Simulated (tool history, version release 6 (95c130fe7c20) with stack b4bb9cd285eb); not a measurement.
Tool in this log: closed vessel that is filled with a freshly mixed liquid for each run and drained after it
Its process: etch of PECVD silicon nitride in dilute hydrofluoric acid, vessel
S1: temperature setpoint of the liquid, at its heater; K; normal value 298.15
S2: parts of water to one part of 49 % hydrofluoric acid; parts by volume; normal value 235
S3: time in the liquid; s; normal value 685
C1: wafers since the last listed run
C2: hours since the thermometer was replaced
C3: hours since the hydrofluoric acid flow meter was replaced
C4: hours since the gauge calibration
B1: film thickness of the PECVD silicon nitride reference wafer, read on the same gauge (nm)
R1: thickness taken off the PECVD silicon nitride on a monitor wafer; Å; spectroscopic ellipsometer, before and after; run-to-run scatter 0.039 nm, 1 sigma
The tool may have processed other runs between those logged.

{"run": 1, "hour": 0.0, "S1": 296.15, "S2": 235, "S3": 685, "C1": 0, "C2": 1390.6, "C3": 339.3, "C4": 2206.2, "B1": 53.94, "R1": 65.9}
{"run": 2, "hour": 80.7, "S1": 296.15, "S2": 235, "S3": 685, "C1": 5684, "C2": 1471.3, "C3": 420, "C4": 2286.9, "B1": 54.06, "R1": 65.9}
{"run": 3, "hour": 175.7, "S1": 296.15, "S2": 235, "S3": 685, "C1": 6691, "C2": 1566.3, "C3": 515, "C4": 2381.9, "B1": 54.17, "R1": 66.9}
{"run": 4, "hour": 217.3, "S1": 298.15, "S2": 235, "S3": 685, "C1": 2930, "C2": 1607.9, "C3": 556.6, "C4": 2423.5, "B1": 54.23, "R1": 75.8}
{"hour": 222.4, "done": "hydrofluoric acid flow meter replaced"}
{"run": 5, "hour": 271.5, "S1": 298.15, "S2": 260, "S3": 685, "C1": 3747, "C2": 1662.1, "C3": 49.1, "C4": 2477.7, "B1": 54.26, "R1": 68.5}
{"run": 6, "hour": 311.5, "S1": 298.15, "S2": 260, "S3": 685, "C1": 2817, "C2": 1702.1, "C3": 89.1, "C4": 2517.7, "B1": 54.36, "R1": 68.1}
{"run": 7, "hour": 397.1, "S1": 298.15, "S2": 260, "S3": 685, "C1": 6029, "C2": 1787.7, "C3": 174.7, "C4": 2603.3, "B1": 54.43, "R1": 68.6}
{"hour": 469.4, "done": "gauge calibrated"}
{"run": 8, "hour": 482.5, "S1": 298.15, "S2": 235, "S3": 685, "C1": 6015, "C2": 1873.1, "C3": 260.1, "C4": 13.1, "B1": 49.84, "R1": 70.1}
{"run": 9, "hour": 566.3, "S1": 298.15, "S2": 235, "S3": 685, "C1": 5902, "C2": 1956.9, "C3": 343.9, "C4": 96.9, "B1": 49.95, "R1": 69.7}
{"run": 10, "hour": 662.8, "S1": 298.15, "S2": 190, "S3": 685, "C1": 6797, "C2": 2053.4, "C3": 440.4, "C4": 193.4, "B1": 50.09, "R1": 87.1}
{"run": 11, "hour": 719.6, "S1": 298.15, "S2": 190, "S3": 685, "C1": 4001, "C2": 2110.2, "C3": 497.2, "C4": 250.2, "B1": 50.18, "R1": 87.4}
{"hour": 797.3, "done": "hydrofluoric acid flow meter replaced"}
{"run": 12, "hour": 803.2, "S1": 298.15, "S2": 235, "S3": 685, "C1": 5818, "C2": 2193.8, "C3": 5.9, "C4": 333.8, "B1": 50.27, "R1": 70.3}
{"run": 13, "hour": 875.3, "S1": 298.15, "S2": 195, "S3": 440, "C1": 5078, "C2": 2265.9, "C3": 78, "C4": 405.9, "B1": 50.36, "R1": 54.6}
{"run": 14, "hour": 923.4, "S1": 301.15, "S2": 285, "S3": 375, "C1": 3388, "C2": 2314, "C3": 126.1, "C4": 454, "B1": 50.42, "R1": 37.8}
{"run": 15, "hour": 976.9, "S1": 298.15, "S2": 235, "S3": 685, "C1": 3768, "C2": 2367.5, "C3": 179.6, "C4": 507.5, "B1": 50.51, "R1": 70.9}
{"run": 16, "hour": 1076.7, "S1": 298.15, "S2": 235, "S3": 685, "C1": 7029, "C2": 2467.3, "C3": 279.4, "C4": 607.3, "B1": 50.65, "R1": 70.4}
{"run": 17, "hour": 1114.4, "S1": 295.65, "S2": 295, "S3": 1055, "C1": 2655, "C2": 2505, "C3": 317.1, "C4": 645, "B1": 50.75, "R1": 73.7}
{"hour": 1139.4, "done": "thermometer replaced"}
{"run": 18, "hour": 1187.6, "S1": 301.15, "S2": 235, "S3": 685, "C1": 5085, "C2": 48.2, "C3": 390.3, "C4": 718.2, "B1": 50.8, "R1": 84.1}
{"run": 19, "hour": 1262.4, "S1": 298.15, "S2": 155, "S3": 830, "C1": 5268, "C2": 123, "C3": 465.1, "C4": 793, "B1": 50.86, "R1": 131.3}
{"run": 20, "hour": 1334.2, "S1": 303.15, "S2": 235, "S3": 920, "C1": 5057, "C2": 194.8, "C3": 536.9, "C4": 864.8, "B1": 50.96, "R1": 130.5}
{"run": 21, "hour": 1374.8, "S1": 298.15, "S2": 235, "S3": 685, "C1": 2859, "C2": 235.4, "C3": 577.5, "C4": 905.4, "B1": 51.04, "R1": 70.3}
{"run": 22, "hour": 1440.0, "S1": 300.65, "S2": 140, "S3": 835, "C1": 4592, "C2": 300.6, "C3": 642.7, "C4": 970.6, "B1": 51.12, "R1": 171}
{"hour": 1466.6, "done": "hydrofluoric acid flow meter replaced"}
{"run": 23, "hour": 1489.3, "S1": 294.65, "S2": 235, "S3": 685, "C1": 3402, "C2": 349.9, "C3": 22.7, "C4": 1019.9, "B1": 51.2, "R1": 57.1}
{"run": 24, "hour": 1565.8, "S1": 302.15, "S2": 235, "S3": 685, "C1": 5388, "C2": 426.4, "C3": 99.2, "C4": 1096.4, "B1": 51.3, "R1": 90.3}
{"run": 25, "hour": 1638.3, "S1": 298.15, "S2": 235, "S3": 685, "C1": 5106, "C2": 498.9, "C3": 171.7, "C4": 1168.9, "B1": 51.41, "R1": 72.1}
{"run": 26, "hour": 1708.2, "S1": 300.65, "S2": 235, "S3": 685, "C1": 4923, "C2": 568.8, "C3": 241.6, "C4": 1238.8, "B1": 51.44, "R1": 83.2}
{"run": 27, "hour": 1782.6, "S1": 298.15, "S2": 185, "S3": 1045, "C1": 5240, "C2": 643.2, "C3": 316, "C4": 1313.2, "B1": 51.58, "R1": 138.7}
{"run": 28, "hour": 1861.6, "S1": 298.15, "S2": 190, "S3": 685, "C1": 5564, "C2": 722.2, "C3": 395, "C4": 1392.2, "B1": 51.68, "R1": 89}
{"run": 29, "hour": 1929.2, "S1": 298.15, "S2": 235, "S3": 685, "C1": 4761, "C2": 789.8, "C3": 462.6, "C4": 1459.8, "B1": 51.74, "R1": 72.1}
{"run": 30, "hour": 1990.5, "S1": 293.15, "S2": 190, "S3": 460, "C1": 4318, "C2": 851.1, "C3": 523.9, "C4": 1521.1, "B1": 51.86, "R1": 43.8}
{"hour": 2096.0, "done": "hydrofluoric acid flow meter replaced"}
{"run": 31, "hour": 2097.1, "S1": 298.15, "S2": 235, "S3": 685, "C1": 7438, "C2": 957.7, "C3": 1.1, "C4": 1627.7, "B1": 52, "R1": 72.3}
{"run": 32, "hour": 2271.3, "S1": 295.65, "S2": 235, "S3": 685, "C1": 12270, "C2": 1131.9, "C3": 175.3, "C4": 1801.9, "B1": 52.3, "R1": 62.2}
{"run": 33, "hour": 2337.7, "S1": 294.15, "S2": 320, "S3": 280, "C1": 4677, "C2": 1198.3, "C3": 241.7, "C4": 1868.3, "B1": 52.32, "R1": 17}

Give the tool's hidden conditions for every run:
liquid hotter than its thermometer reads (K): 0 in every run
hydrofluoric acid flow above the setpoint (%): 0 in every run
H1: gauge reads high (%)
run=1 H1=7.81
run=2 H1=8.03
run=3 H1=8.28
run=4 H1=8.39
run=5 H1=8.54
run=6 H1=8.64
run=7 H1=8.87
run=8 H1=-0.306
run=9 H1=-0.0823
run=10 H1=0.175
run=11 H1=0.327
run=12 H1=0.55
run=13 H1=0.743
run=14 H1=0.871
run=15 H1=1.01
run=16 H1=1.28
run=17 H1=1.38
run=18 H1=1.58
run=19 H1=1.78
run=20 H1=1.97
run=21 H1=2.08
run=22 H1=2.25
run=23 H1=2.38
run=24 H1=2.59
run=25 H1=2.78
run=26 H1=2.97
run=27 H1=3.17
run=28 H1=3.38
run=29 H1=3.56
run=30 H1=3.72
run=31 H1=4
run=32 H1=4.47
run=33 H1=4.65

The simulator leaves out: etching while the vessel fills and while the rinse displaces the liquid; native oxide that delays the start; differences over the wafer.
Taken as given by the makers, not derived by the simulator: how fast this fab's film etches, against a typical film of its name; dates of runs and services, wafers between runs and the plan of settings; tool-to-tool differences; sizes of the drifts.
